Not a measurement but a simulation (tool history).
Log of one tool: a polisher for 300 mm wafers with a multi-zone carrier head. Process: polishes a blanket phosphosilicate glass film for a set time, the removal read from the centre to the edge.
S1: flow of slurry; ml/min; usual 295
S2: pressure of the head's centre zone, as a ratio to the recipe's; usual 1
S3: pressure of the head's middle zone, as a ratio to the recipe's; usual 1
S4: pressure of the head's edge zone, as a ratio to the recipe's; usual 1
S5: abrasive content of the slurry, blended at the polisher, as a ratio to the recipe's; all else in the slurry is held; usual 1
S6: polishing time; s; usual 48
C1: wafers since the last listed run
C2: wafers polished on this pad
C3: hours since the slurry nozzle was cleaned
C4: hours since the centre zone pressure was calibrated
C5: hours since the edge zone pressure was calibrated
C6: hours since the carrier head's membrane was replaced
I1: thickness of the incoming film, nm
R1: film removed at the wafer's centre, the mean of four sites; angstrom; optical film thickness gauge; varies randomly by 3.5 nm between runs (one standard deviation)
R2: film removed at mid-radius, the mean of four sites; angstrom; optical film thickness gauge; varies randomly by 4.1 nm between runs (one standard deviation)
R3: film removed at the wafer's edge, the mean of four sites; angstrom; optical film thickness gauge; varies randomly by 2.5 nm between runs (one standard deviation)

Run 1, day 0: usual settings but S3 1.09, S5 1.15; C1 0; C2 189; C3 421.2; C4 933.3; C5 314.7; C6 1501.9; I1 2745.6. Result: R1 3215 angstrom, R2 3364 angstrom, R3 3213 angstrom.
Run 2, day 0.4: usual settings but S1 375 ml/min, S3 1.05; C1 155; C2 344; C3 430.8; C4 942.9; C5 324.3; C6 1511.5; I1 2779.1. Result: R1 2865 angstrom, R2 2981 angstrom, R3 2905 angstrom.
Run 3, day 0.738: usual settings but S1 375 ml/min, S3 1.05; C1 130; C2 475; C3 438.9; C4 951; C5 332.4; C6 1519.6; I1 2708.8. Result: R1 2862 angstrom, R2 2872 angstrom, R3 2899 angstrom.
Run 4, day 1.362: usual settings but S1 375 ml/min, S3 1.05; C1 242; C2 718; C3 453.9; C4 966; C5 347.4; C6 1534.6; I1 2749.4. Result: R1 2817 angstrom, R2 2805 angstrom, R3 2865 angstrom.
Run 5, day 1.817: usual settings; C1 176; C2 894; C3 464.8; C4 976.9; C5 358.3; C6 1545.5; I1 2770.9. Result: R1 2672 angstrom, R2 2676 angstrom, R3 2770 angstrom.
At day 2.292: centre zone pressure recalibrated.
At day 2.421: worn pad replaced by a new one.
Run 6, day 2.512: usual settings; C1 187; C2 36; C3 481.5; C4 5.3; C5 375; C6 1562.2; I1 2749.1. Result: R1 2981 angstrom, R2 2902 angstrom, R3 3063 angstrom.
Run 7, day 3.204: usual settings; C1 268; C2 304; C3 498.1; C4 21.9; C5 391.6; C6 1578.8; I1 2703.2. Result: R1 2755 angstrom, R2 2773 angstrom, R3 2924 angstrom.
At day 3.346: edge zone pressure recalibrated.
At day 3.425: slurry nozzle cleaned.
Run 8, day 3.762: usual settings but S4 0.94, S6 38 s; C1 168; C2 472; C3 8.1; C4 35.3; C5 10; C6 1592.2; I1 2781.8. Result: R1 2205 angstrom, R2 2132 angstrom, R3 2173 angstrom.
At day 4.196: carrier head's membrane replaced by a new one.
Run 9, day 4.217: usual settings; C1 95; C2 568; C3 19; C4 46.2; C5 20.9; C6 0.5; I1 2708.4. Result: R1 2722 angstrom, R2 2618 angstrom, R3 2799 angstrom.
Run 10, day 4.392: usual settings but S1 235 ml/min, S2 0.96, S4 1.04, S5 1.15; C1 67; C2 636; C3 23.2; C4 50.4; C5 25.1; C6 4.7; I1 2683.1. Result: R1 2782 angstrom, R2 2860 angstrom, R3 3032 angstrom.
At day 4.738: worn pad replaced by a new one.
Run 11, day 4.942: usual settings; C1 148; C2 78; C3 36.4; C4 63.6; C5 38.3; C6 17.9; I1 2719.6. Result: R1 2852 angstrom, R2 2874 angstrom, R3 3011 angstrom.
Run 12, day 5.479: usual settings but S2 1.11, S3 0.96, S5 1.15, S6 37 s; C1 208; C2 287; C3 49.3; C4 76.5; C5 51.2; C6 30.8; I1 2701.3. Result: R1 2622 angstrom, R2 2253 angstrom, R3 2413 angstrom.
Run 13, day 6.012: usual settings but S1 370 ml/min; C1 206; C2 494; C3 62.1; C4 89.3; C5 64; C6 43.6; I1 2728.8. Result: R1 2805 angstrom, R2 2751 angstrom, R3 2856 angstrom.
Run 14, day 6.712: usual settings but S1 390 ml/min, S5 1.25; C1 271; C2 765; C3 78.9; C4 106.1; C5 80.8; C6 60.4; I1 2706.7. Result: R1 3192 angstrom, R2 3149 angstrom, R3 3263 angstrom.
Run 15, day 7.204: usual settings; C1 190; C2 956; C3 90.7; C4 117.9; C5 92.6; C6 72.2; I1 2721. Result: R1 2687 angstrom, R2 2665 angstrom, R3 2762 angstrom.
At day 7.462: worn pad replaced by a new one.
Run 16, day 7.533: usual settings but S3 0.9, S4 0.95, S5 0.8, S6 41 s; C1 63; C2 27; C3 98.6; C4 125.8; C5 100.5; C6 80.1; I1 2772.1. Result: R1 2046 angstrom, R2 1877 angstrom, R3 2068 angstrom.

Hidden state, per run?
slurry flow missing at the pad, %: 0 in every run
deviation of the centre zone's pressure from its setpoint, %: 0 in every run
deviation of the edge zone's pressure from its setpoint, %: 0 in every run
H1: removal rate lost through wear of the pad, %
run    H1
  1  4.78
  2  7.16
  3  8.49
  4  9.95
  5  10.5
  6  1.57
  7  7.05
  8  9.25
  9  10.3
 10  10.5
 11  2.56
 12  6.63
 13  8.87
 14  10.4
 15  10.9
 16  2.86
